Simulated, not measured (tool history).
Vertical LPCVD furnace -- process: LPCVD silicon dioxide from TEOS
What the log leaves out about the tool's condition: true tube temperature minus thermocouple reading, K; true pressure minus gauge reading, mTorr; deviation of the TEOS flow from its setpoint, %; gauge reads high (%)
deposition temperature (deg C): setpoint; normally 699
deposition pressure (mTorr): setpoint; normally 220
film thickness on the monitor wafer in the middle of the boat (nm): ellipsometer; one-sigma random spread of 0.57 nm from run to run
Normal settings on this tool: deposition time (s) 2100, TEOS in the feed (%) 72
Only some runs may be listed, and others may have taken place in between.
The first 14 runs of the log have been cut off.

| run | hour | deposition temperature (deg C) | deposition pressure (mTorr) | deposition time (s) | TEOS in the feed (%) | wafers since the last listed run | hours since the last temperature calibration | hours since the pressure gauge was zeroed | hours since the TEOS flow controller was replaced | hours since the gauge calibration | read-back reference wafer on the same gauge, thickness | film thickness on the monitor wafer in the middle of the boat (nm) |
|---|---|---|---|---|---|---|---|---|---|---|---|---|
| 15 | 677.1 | 687 | 265 | 1890 | 83 | 444 | 2589.6 | 3808.9 | 226.4 | 129.0 | 227.81 | 176.83 |
| 16 | 744.8 | 699 | 265 | 2940 | 72 | 697 | 2657.3 | 3876.6 | 294.1 | 196.7 | 228.04 | 339.49 |
| 17 | 776.7 | 699 | 220 | 2100 | 72 | 328 | 2689.2 | 3908.5 | 326.0 | 228.6 | 227.98 | 222.20 |
| 18 | 833.7 | 711 | 220 | 2370 | 72 | 587 | 2746.2 | 3965.5 | 383.0 | 285.6 | 228.04 | 330.51 |
| 19 | 905.0 | 699 | 220 | 2100 | 58 | 734 | 2817.5 | 4036.8 | 454.3 | 356.9 | 227.95 | 199.89 |
|  | 931.2 | thermocouples replaced and temperature profile calibrated |
|  | 978.5 | pressure gauge zeroed |
| 20 | 979.0 | 689 | 220 | 2100 | 72 | 267 | 47.8 | 0.5 | 528.3 | 430.9 | 227.98 | 184.95 |
| 21 | 1005.8 | 688 | 220 | 2100 | 72 | 276 | 74.6 | 27.3 | 555.1 | 457.7 | 228.06 | 179.50 |
| 22 | 1041.2 | 699 | 245 | 2100 | 72 | 364 | 110.0 | 62.7 | 590.5 | 493.1 | 228.01 | 245.86 |
| 23 | 1067.1 | 699 | 220 | 2100 | 72 | 266 | 135.9 | 88.6 | 616.4 | 519.0 | 228.12 | 233.45 |
| 24 | 1108.6 | 688 | 200 | 1620 | 64 | 427 | 177.4 | 130.1 | 657.9 | 560.5 | 227.91 | 125.06 |
| 25 | 1171.6 | 689 | 190 | 2100 | 62 | 649 | 240.4 | 193.1 | 720.9 | 623.5 | 228.10 | 159.25 |
| 26 | 1220.0 | 699 | 220 | 2370 | 72 | 498 | 288.8 | 241.5 | 769.3 | 671.9 | 227.87 | 265.20 |
| 27 | 1244.5 | 699 | 220 | 2100 | 72 | 252 | 313.3 | 266.0 | 793.8 | 696.4 | 228.09 | 233.17 |
| 28 | 1269.1 | 691 | 190 | 1800 | 72 | 253 | 337.9 | 290.6 | 818.4 | 721.0 | 228.00 | 154.79 |
|  | 1318.4 | thermocouples replaced and temperature profile calibrated, repeated, since the last time left the tool worse |
| 29 | 1325.8 | 693 | 220 | 2100 | 72 | 336 | 7.4 | 347.3 | 875.1 | 777.7 | 228.06 | 185.20 |
| 30 | 1391.7 | 711 | 175 | 1260 | 61 | 678 | 73.3 | 413.2 | 941.0 | 843.6 | 228.04 | 138.59 |
| 31 | 1445.2 | 699 | 220 | 2850 | 61 | 551 | 126.8 | 466.7 | 994.5 | 897.1 | 227.97 | 265.78 |

Forecast each of these 4 alternatives for the next run:
| A | 1450.5 | 699 | 220 | 2100 | 72 | 54 | 132.1 | 472.0 | 999.8 | 902.4 | ? | ? |
| B | 1450.5 | 696 | 270 | 2100 | 66 | 54 | 132.1 | 472.0 | 999.8 | 902.4 | ? | ? |
| C | 1450.5 | 688 | 220 | 2100 | 65 | 54 | 132.1 | 472.0 | 999.8 | 902.4 | ? | ? |
| D | 1450.5 | 699 | 260 | 2100 | 63 | 54 | 132.1 | 472.0 | 999.8 | 902.4 | ? | ? |

| run | read-back reference wafer on the same gauge, thickness | film thickness on the monitor wafer in the middle of the boat (nm) |
|---|---|---|
| A | 228.03 | 213.07 |
| B | 228.03 | 210.70 |
| C | 228.03 | 156.24 |
| D | 228.03 | 216.68 |
The same runs, with their run-to-run variation unchanged, on a tool lacking any hidden condition would have given:
| run | film thickness on the monitor wafer in the middle of the boat (nm) |
|---|---|
| A | 211.13 |
| B | 208.77 |
| C | 154.78 |
| D | 214.70 |
